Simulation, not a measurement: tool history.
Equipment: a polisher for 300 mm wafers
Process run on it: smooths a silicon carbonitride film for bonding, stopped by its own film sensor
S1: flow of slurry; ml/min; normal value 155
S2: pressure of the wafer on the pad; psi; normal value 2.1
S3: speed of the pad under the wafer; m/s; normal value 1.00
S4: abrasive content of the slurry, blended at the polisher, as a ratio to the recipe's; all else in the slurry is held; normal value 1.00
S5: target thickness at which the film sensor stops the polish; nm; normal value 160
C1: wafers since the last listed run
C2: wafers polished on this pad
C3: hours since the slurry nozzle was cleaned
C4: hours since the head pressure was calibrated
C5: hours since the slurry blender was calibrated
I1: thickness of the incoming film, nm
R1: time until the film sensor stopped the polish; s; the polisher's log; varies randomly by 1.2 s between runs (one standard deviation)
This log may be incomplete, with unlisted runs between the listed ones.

run	hour	S1	S2	S3	S4	S5	C1	C2	C3	C4	C5	I1	R1
1	0.0	155	2.1	1.00	1.00	160	0	1377	255.8	135.2	293.8	191.2	122.0
# hour 51.9: slurry blender recalibrated
2	70.8	155	2.1	1.00	1.00	160	701	2078	326.6	206.0	18.9	190.1	121.2
# hour 102.4: worn pad replaced by a new one
3	102.9	155	2.1	1.00	1.00	160	286	5	358.7	238.1	51.0	193.4	130.9
# hour 248.6: slurry nozzle cleaned
4	271.0	155	2.1	1.00	1.00	160	1702	1707	22.4	406.2	219.1	190.5	118.8
5	296.9	155	2.1	1.00	1.00	160	263	1971	48.3	432.1	245.0	193.4	133.3
# hour 316.7: worn pad replaced by a new one
6	324.1	155	2.1	1.00	1.00	160	236	75	75.5	459.3	272.2	188.0	105.8
# hour 364.3: slurry blender recalibrated
7	372.7	155	2.1	1.00	1.00	160	474	550	124.1	507.9	8.4	191.6	120.9
8	399.4	155	2.1	1.00	1.00	160	272	822	150.8	534.6	35.1	187.3	105.3
9	466.2	155	2.1	1.00	1.00	160	680	1502	217.6	601.4	101.9	192.7	128.7
10	517.8	155	2.1	1.00	1.00	158	525	2028	269.2	653.0	153.5	187.6	120.5
# hour 533.2: head pressure recalibrated
# hour 551.1: worn pad replaced by a new one
11	588.4	155	2.1	1.00	1.00	160	658	379	339.8	55.2	224.1	190.1	117.6
12	638.0	155	1.8	0.90	0.75	151	505	885	389.4	104.8	273.7	193.4	239.1
13	692.7	155	2.1	1.00	1.00	160	557	1442	444.1	159.5	328.4	190.3	126.2
# hour 696.8: slurry blender recalibrated
14	721.3	155	2.3	1.00	1.00	160	271	1713	472.7	188.1	24.5	188.9	110.5
15	773.0	120	1.6	0.74	1.00	164	526	2240	524.4	239.8	76.2	189.6	203.3
# hour 787.4: worn pad replaced by a new one
16	806.9	205	2.1	1.00	1.00	169	304	198	558.3	273.7	110.1	189.3	82.9
# hour 827.4: slurry nozzle cleaned
17	832.9	155	2.1	0.70	0.80	160	254	453	5.5	299.7	136.1	191.7	171.1
18	897.6	155	2.1	1.00	1.00	160	659	1112	70.2	364.4	200.8	189.3	113.2
19	965.1	155	2.1	1.00	0.75	160	687	1800	137.7	431.9	268.3	189.4	126.9
# hour 997.9: slurry blender recalibrated
20	1000.5	155	2.1	1.00	0.75	151	340	2140	173.1	467.3	2.6	187.5	163.0
# hour 1035.5: worn pad replaced by a new one
21	1038.0	155	2.7	1.00	1.00	160	341	25	210.6	504.8	40.1	187.8	82.8
22	1106.9	155	2.1	0.68	1.00	160	702	727	279.5	573.7	109.0	189.9	158.8
23	1150.1	155	2.1	1.16	1.00	160	440	1168	322.7	616.9	152.2	188.8	102.3

Had the tool no unlogged condition, and each run kept its random variation, what would the results have been?
Hidden state present: removal rate lost through wear of the pad, %; slurry flow missing at the pad, %; deviation of the head's pressure from its setpoint, %; abrasive missing from the slurry, %.
run	R1
1	117.1
2	111.9
3	124.7
4	113.4
5	125.9
6	103.9
7	118.1
8	102.2
9	122.1
10	111.3
11	111.8
12	222.7
13	113.7
14	97.2
15	163.4
16	73.4
17	168.8
18	110.3
19	120.8
20	152.5
21	80.1
22	151.3
23	95.8

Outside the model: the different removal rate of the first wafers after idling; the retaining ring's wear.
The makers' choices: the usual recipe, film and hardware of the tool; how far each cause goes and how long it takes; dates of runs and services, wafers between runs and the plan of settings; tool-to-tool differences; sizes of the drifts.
